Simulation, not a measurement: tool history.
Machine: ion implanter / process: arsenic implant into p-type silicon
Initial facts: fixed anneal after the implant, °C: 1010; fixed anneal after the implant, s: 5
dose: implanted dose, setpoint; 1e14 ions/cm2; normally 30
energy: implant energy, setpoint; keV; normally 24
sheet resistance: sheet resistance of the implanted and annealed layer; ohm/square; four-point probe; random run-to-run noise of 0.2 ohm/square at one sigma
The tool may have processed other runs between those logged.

run	hour	dose	energy	read-back reference wafer on the same gauge, sheet resistance	sheet resistance
1	0	30	24	94.01	108.21
2	65.1	30	24	94.02	107.94
3	96.1	30	24	94.04	108.1
4	158.4	30	24	93.95	108.18
5	276.3	30	24	93.98	108.28
6	409	30	24	93.97	108.3
7	444	30	24	94.04	108.09
8	477.8	30	24	94.09	108.45
9	541.7	35.37	28	93.94	98.26
10	566.4	24.08	24	94.03	110.68
# hour 630.6: Faraday cup replaced and dose calibrated
11	641.1	30	24	93.99	108.5
12	709.7	30	24	94.03	108.39
13	735	30	24	94	108.66
14	799.3	30	24	94.03	108.57
15	858.1	30	24	93.97	108.49
16	925	30	24	93.96	108.65
17	955.6	30	24	93.99	108.74
# hour 967.1: gauge calibrated
18	998.6	27.38	32	94.06	94.23
19	1039.2	35.73	30	93.93	94.74
20	1104.5	36.64	28	93.98	98.35
21	1137.5	25.8	24	93.99	110.53
22	1203.3	24.75	20.5	93.94	120.19
23	1262.1	35.45	29	94.07	97.04
24	1315.3	30	19.5	93.97	120.33
25	1340.7	33.28	28.5	93.99	98.52
# hour 1364: Faraday cup replaced and dose calibrated
26	1368.9	34.89	24	94.04	107.52
27	1440.6	27.64	24	93.92	109.96
# hour 1513.2: extraction supply calibrated
28	1513.7	21.35	28	94.05	101.25
29	1561.8	30	24	93.94	106.29
30	1627.4	30	30	93.98	93.76
31	1663.5	36.03	30	94.13	91.92
32	1704	30	24	94.04	106.13
33	1765	30	24	93.97	106.28
34	1799.4	35.45	28.5	94.02	94.68
35	1867.3	21.99	18	94.01	125.48
36	1894.1	30	24	94.06	105.94
37	2061.5	30	24	94.03	105.9

Consider 4 possible next runs. They are alternatives, not a sequence: every one starts from the tool as it was left by run 37. What does each give?
A	2061.9	30	28	?	?
B	2061.9	23.88	27	?	?
C	2061.9	32.75	29	?	?
D	2061.9	23.74	31.5	?	?

run	read-back reference wafer on the same gauge, sheet resistance	sheet resistance
A	93.97	97.2
B	93.97	101.77
C	93.97	94.43
D	93.97	93.9
Stripped of hidden state, with their random variation kept, the same runs would have yielded:
run	sheet resistance
A	97.31
B	101.87
C	94.54
D	94
